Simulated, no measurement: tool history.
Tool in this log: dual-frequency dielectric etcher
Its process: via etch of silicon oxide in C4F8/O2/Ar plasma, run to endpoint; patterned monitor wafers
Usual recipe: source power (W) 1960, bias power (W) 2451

run,hour,source power (W),bias power (W),wafers since the last listed run,hours since the last wet clean,hours since the last source power generator calibration,hours since the last bias power generator calibration,hours since the last upper electrode change,"incoming incoming film thickness, nm",endpoint time (s)
1,0.0,1600,2226,0,158.9,2605.4,3857.0,2230.9,1376.3,270.2
2,11.4,1600,2226,67,170.3,2616.8,3868.4,2242.3,1382.7,271.9
3,17.6,1600,2226,36,176.5,2623.0,3874.6,2248.5,1377.7,266.9
4,23.7,1960,2451,36,182.6,2629.1,3880.7,2254.6,1366.0,238.2
5,35.5,1960,2451,70,194.4,2640.9,3892.5,2266.4,1364.1,241.5
6,48.5,1960,2451,77,207.4,2653.9,3905.5,2279.4,1381.8,241.2
7,55.6,1960,2451,42,214.5,2661.0,3912.6,2286.5,1390.9,243.3
8,63.5,1960,2451,47,222.4,2668.9,3920.5,2294.4,1383.4,243.7
9,73.1,1960,2451,57,232.0,2678.5,3930.1,2304.0,1372.2,239.1
10,84.1,1960,2451,65,243.0,2689.5,3941.1,2315.0,1377.1,242.6
11,92.4,1960,2113,49,251.3,2697.8,3949.4,2323.3,1371.6,257.1
12,137.3,1960,2113,267,296.2,2742.7,3994.3,2368.2,1391.0,261.9
13,147.7,1960,2451,61,306.6,2753.1,4004.7,2378.6,1378.0,238.3
14,157.1,1960,2451,56,316.0,2762.5,4014.1,2388.0,1381.2,238.0
15,172.0,1960,2451,88,330.9,2777.4,4029.0,2402.9,1381.5,235.4
16,186.1,1960,2451,84,345.0,2791.5,4043.1,2417.0,1368.0,236.3
17,200.5,1960,2451,85,359.4,2805.9,4057.5,2431.4,1388.2,241.4
18,207.4,1960,2451,41,366.3,2812.8,4064.4,2438.3,1397.1,241.8
19,214.8,1680,2780,44,373.7,2820.2,4071.8,2445.7,1385.0,235.4
20,231.2,1680,2780,97,390.1,2836.6,4088.2,2462.1,1373.6,234.7
21,243.9,1960,2721,75,402.8,2849.3,4100.9,2474.8,1387.5,224.7
22,250.0,1960,2451,36,408.9,2855.4,4107.0,2480.9,1374.3,234.8
# hour 257.9: bias power generator calibrated
23,258.9,1710,1909,29,417.8,2864.3,1.0,2489.8,1384.8,275.4
24,274.6,1770,2043,93,433.5,2880.0,16.7,2505.5,1383.9,266.9
25,285.2,2180,1839,63,444.1,2890.6,27.3,2516.1,1388.8,263.6
# hour 298.1: source power generator calibrated
26,298.6,2280,2451,56,457.5,0.5,40.7,2529.5,1379.3,223.7
27,304.3,1710,2929,33,463.2,6.2,46.4,2535.2,1372.4,223.9
# hour 331.4: upper electrode replaced
# hour 337.4: wet clean of the chamber
28,351.4,2210,2451,102,14.0,53.3,93.5,20.0,1382.7,237.1
29,363.6,1960,2451,72,26.2,65.5,105.7,32.2,1387.0,250.5
30,373.3,1960,2451,57,35.9,75.2,115.4,41.9,1370.0,247.0
31,387.6,1660,2751,85,50.2,89.5,129.7,56.2,1394.0,250.3
32,404.3,1960,2451,99,66.9,106.2,146.4,72.9,1374.1,245.2
33,418.2,1640,1930,82,80.8,120.1,160.3,86.8,1372.3,290.6
34,428.1,1960,2451,58,90.7,130.0,170.2,96.7,1380.8,246.0

Here are 3 independent what-if runs from the current tool condition. What would each one return?
A,428.6,1960,2451,2,91.2,130.5,170.7,97.2,1376.9,?
B,428.6,1960,2979,2,91.2,130.5,170.7,97.2,1376.9,?
C,428.6,1540,2900,2,91.2,130.5,170.7,97.2,1376.9,?

run,endpoint time (s)
A,244.0
B,222.7
C,241.3
Without the tool's hidden state the same runs would have given:
run,endpoint time (s)
A,246.7
B,225.2
C,244.0
